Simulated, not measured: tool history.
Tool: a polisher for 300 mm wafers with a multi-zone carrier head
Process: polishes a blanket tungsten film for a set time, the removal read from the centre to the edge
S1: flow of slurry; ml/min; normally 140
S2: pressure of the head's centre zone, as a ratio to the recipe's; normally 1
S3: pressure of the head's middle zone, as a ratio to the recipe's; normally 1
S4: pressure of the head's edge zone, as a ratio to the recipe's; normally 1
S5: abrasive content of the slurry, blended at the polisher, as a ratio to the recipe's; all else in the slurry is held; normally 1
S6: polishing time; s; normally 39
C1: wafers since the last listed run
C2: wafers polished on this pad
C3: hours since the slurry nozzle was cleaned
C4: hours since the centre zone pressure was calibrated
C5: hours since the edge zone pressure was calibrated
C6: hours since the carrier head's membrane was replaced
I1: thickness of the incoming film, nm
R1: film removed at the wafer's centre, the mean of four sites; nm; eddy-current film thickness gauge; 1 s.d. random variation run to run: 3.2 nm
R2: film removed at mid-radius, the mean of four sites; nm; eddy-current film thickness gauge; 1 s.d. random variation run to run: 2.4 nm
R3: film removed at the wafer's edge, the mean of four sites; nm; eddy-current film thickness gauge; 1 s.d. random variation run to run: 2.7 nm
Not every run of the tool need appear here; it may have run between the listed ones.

{"run": 1, "day": 0.0, "S1": 140, "S2": 1, "S3": 1, "S4": 1, "S5": 1, "S6": 39, "C1": 0, "C2": 199, "C3": 374.6, "C4": 337.4, "C5": 1168.4, "C6": 897.2, "I1": 1058.5, "R1": 240.6, "R2": 248.7, "R3": 235.5}
{"day": 0.971, "done": "carrier head's membrane replaced by a new one"}
{"run": 2, "day": 1.129, "S1": 140, "S2": 1, "S3": 1, "S4": 1, "S5": 1, "S6": 39, "C1": 272, "C2": 471, "C3": 401.7, "C4": 364.5, "C5": 1195.5, "C6": 3.8, "I1": 1075, "R1": 236.3, "R2": 242.8, "R3": 234.1}
{"run": 3, "day": 2.538, "S1": 140, "S2": 1, "S3": 1, "S4": 1, "S5": 1, "S6": 39, "C1": 416, "C2": 888, "C3": 435.5, "C4": 398.3, "C5": 1229.3, "C6": 37.6, "I1": 1068.7, "R1": 232.1, "R2": 236.5, "R3": 225.5}
{"run": 4, "day": 3.512, "S1": 140, "S2": 1, "S3": 1, "S4": 1, "S5": 1, "S6": 39, "C1": 288, "C2": 1176, "C3": 458.9, "C4": 421.7, "C5": 1252.7, "C6": 61, "I1": 1050, "R1": 221.2, "R2": 233.8, "R3": 220.2}
{"day": 3.796, "done": "edge zone pressure recalibrated"}
{"run": 5, "day": 4.971, "S1": 105, "S2": 0.9, "S3": 1, "S4": 1, "S5": 1, "S6": 39, "C1": 406, "C2": 1582, "C3": 493.9, "C4": 456.7, "C5": 28.2, "C6": 96, "I1": 1060.9, "R1": 189.8, "R2": 207.6, "R3": 207.2}
{"day": 5.925, "done": "centre zone pressure recalibrated"}
{"run": 6, "day": 5.946, "S1": 140, "S2": 1.07, "S3": 1.03, "S4": 1, "S5": 1, "S6": 39, "C1": 263, "C2": 1846, "C3": 517.3, "C4": 0.5, "C5": 51.6, "C6": 119.4, "I1": 1060.7, "R1": 229.7, "R2": 224.3, "R3": 213.3}
{"day": 7.221, "done": "worn pad replaced by a new one"}
{"run": 7, "day": 7.321, "S1": 140, "S2": 1, "S3": 1.04, "S4": 1, "S5": 1, "S6": 39, "C1": 357, "C2": 29, "C3": 550.3, "C4": 33.5, "C5": 84.6, "C6": 152.4, "I1": 1051.9, "R1": 238.4, "R2": 252.2, "R3": 240.8}
{"run": 8, "day": 8.188, "S1": 115, "S2": 1, "S3": 1, "S4": 1, "S5": 1, "S6": 39, "C1": 256, "C2": 285, "C3": 571.1, "C4": 54.3, "C5": 105.4, "C6": 173.2, "I1": 1041.7, "R1": 222.8, "R2": 233.3, "R3": 233.4}
{"day": 8.412, "done": "slurry nozzle cleaned"}
{"run": 9, "day": 8.992, "S1": 110, "S2": 1.08, "S3": 1, "S4": 1, "S5": 0.9, "S6": 31, "C1": 225, "C2": 511, "C3": 13.9, "C4": 73.6, "C5": 124.7, "C6": 192.5, "I1": 1064.1, "R1": 179.5, "R2": 174.3, "R3": 174}
{"run": 10, "day": 10.25, "S1": 110, "S2": 1.04, "S3": 1.07, "S4": 1, "S5": 1, "S6": 39, "C1": 371, "C2": 883, "C3": 44.1, "C4": 103.8, "C5": 154.9, "C6": 222.7, "I1": 1052.8, "R1": 222.6, "R2": 235.6, "R3": 221.5}
{"run": 11, "day": 11.517, "S1": 120, "S2": 1, "S3": 1, "S4": 1, "S5": 1, "S6": 52, "C1": 374, "C2": 1257, "C3": 74.5, "C4": 134.2, "C5": 185.3, "C6": 253.1, "I1": 1060.3, "R1": 290.9, "R2": 293, "R3": 290.8}
{"run": 12, "day": 12.9, "S1": 140, "S2": 1.07, "S3": 1.03, "S4": 1, "S5": 1, "S6": 39, "C1": 408, "C2": 1666, "C3": 107.7, "C4": 167.4, "C5": 218.5, "C6": 286.3, "I1": 1051.9, "R1": 234, "R2": 232.9, "R3": 215.4}
{"day": 13.475, "done": "worn pad replaced by a new one"}
{"run": 13, "day": 13.858, "S1": 120, "S2": 1.07, "S3": 0.92, "S4": 1, "S5": 0.8, "S6": 39, "C1": 234, "C2": 113, "C3": 130.7, "C4": 190.4, "C5": 241.5, "C6": 309.3, "I1": 1056.1, "R1": 233.6, "R2": 217.1, "R3": 228.8}
{"run": 14, "day": 15.229, "S1": 140, "S2": 1, "S3": 1, "S4": 1, "S5": 1, "S6": 39, "C1": 405, "C2": 519, "C3": 163.6, "C4": 223.3, "C5": 274.4, "C6": 342.2, "I1": 1064.4, "R1": 234.3, "R2": 240.5, "R3": 239.1}
{"run": 15, "day": 16.538, "S1": 140, "S2": 1, "S3": 1, "S4": 1, "S5": 1, "S6": 39, "C1": 386, "C2": 905, "C3": 195, "C4": 254.7, "C5": 305.8, "C6": 373.6, "I1": 1063.9, "R1": 229.7, "R2": 236.8, "R3": 231.1}
{"run": 16, "day": 17.1, "S1": 140, "S2": 1, "S3": 0.94, "S4": 1, "S5": 1, "S6": 27, "C1": 166, "C2": 1072, "C3": 208.5, "C4": 268.2, "C5": 319.3, "C6": 387.1, "I1": 1058.1, "R1": 159.3, "R2": 155.9, "R3": 157}
{"run": 17, "day": 18.529, "S1": 160, "S2": 1, "S3": 1, "S4": 1, "S5": 1, "S6": 26, "C1": 422, "C2": 1494, "C3": 242.8, "C4": 302.5, "C5": 353.6, "C6": 421.4, "I1": 1067.8, "R1": 154.4, "R2": 157.4, "R3": 149}
{"run": 18, "day": 19.517, "S1": 165, "S2": 1, "S3": 0.92, "S4": 0.93, "S5": 1, "S6": 26, "C1": 291, "C2": 1786, "C3": 266.5, "C4": 326.2, "C5": 377.3, "C6": 445.1, "I1": 1047.6, "R1": 152.1, "R2": 144.7, "R3": 146.5}
{"run": 19, "day": 20.892, "S1": 140, "S2": 0.96, "S3": 1, "S4": 0.89, "S5": 1, "S6": 39, "C1": 406, "C2": 2192, "C3": 299.5, "C4": 359.2, "C5": 410.3, "C6": 478.1, "I1": 1071.5, "R1": 206.4, "R2": 217.8, "R3": 203.9}
{"day": 21.079, "done": "worn pad replaced by a new one"}
{"run": 20, "day": 21.742, "S1": 160, "S2": 1, "S3": 1, "S4": 1.08, "S5": 1, "S6": 39, "C1": 201, "C2": 195, "C3": 319.9, "C4": 379.6, "C5": 430.7, "C6": 498.5, "I1": 1061, "R1": 248.6, "R2": 249.8, "R3": 255.2}
{"run": 21, "day": 23.171, "S1": 140, "S2": 1, "S3": 1.05, "S4": 1, "S5": 1, "S6": 43, "C1": 422, "C2": 617, "C3": 354.2, "C4": 413.9, "C5": 465, "C6": 532.8, "I1": 1039.2, "R1": 259.9, "R2": 271.3, "R3": 254.8}
{"run": 22, "day": 24.612, "S1": 140, "S2": 1, "S3": 1, "S4": 1, "S5": 1, "S6": 39, "C1": 426, "C2": 1044, "C3": 388.8, "C4": 448.5, "C5": 499.6, "C6": 567.4, "I1": 1059.5, "R1": 231.2, "R2": 230.3, "R3": 224.2}

Branching from run 22: 3 alternative next runs. What would each branch give?
{"run": "A", "day": 24.629, "S1": 140, "S2": 1, "S3": 1, "S4": 1, "S5": 1, "S6": 39, "C1": 4, "C2": 1049, "C3": 389.2, "C4": 448.9, "C5": 500, "C6": 567.8, "I1": 1080.7, "R1": "?", "R2": "?", "R3": "?"}
{"run": "B", "day": 24.629, "S1": 140, "S2": 1, "S3": 1.04, "S4": 1, "S5": 0.8, "S6": 39, "C1": 4, "C2": 1049, "C3": 389.2, "C4": 448.9, "C5": 500, "C6": 567.8, "I1": 1080.7, "R1": "?", "R2": "?", "R3": "?"}
{"run": "C", "day": 24.629, "S1": 140, "S2": 1.06, "S3": 1.09, "S4": 0.9, "S5": 1.2, "S6": 39, "C1": 4, "C2": 1049, "C3": 389.2, "C4": 448.9, "C5": 500, "C6": 567.8, "I1": 1080.7, "R1": "?", "R2": "?", "R3": "?"}

run=A R1=226.3 R2=234.4 R3=225.8
run=B R1=217.9 R2=233.3 R3=217.3
run=C R1=245 R2=260.6 R3=221.9
Take away the tool's hidden state, keep each run's random variation, and the runs would have read:
run=A R1=245.6 R2=254.3 R3=245.1
run=B R1=236.5 R2=253.1 R3=235.8
run=C R1=265.9 R2=282.8 R3=240.8
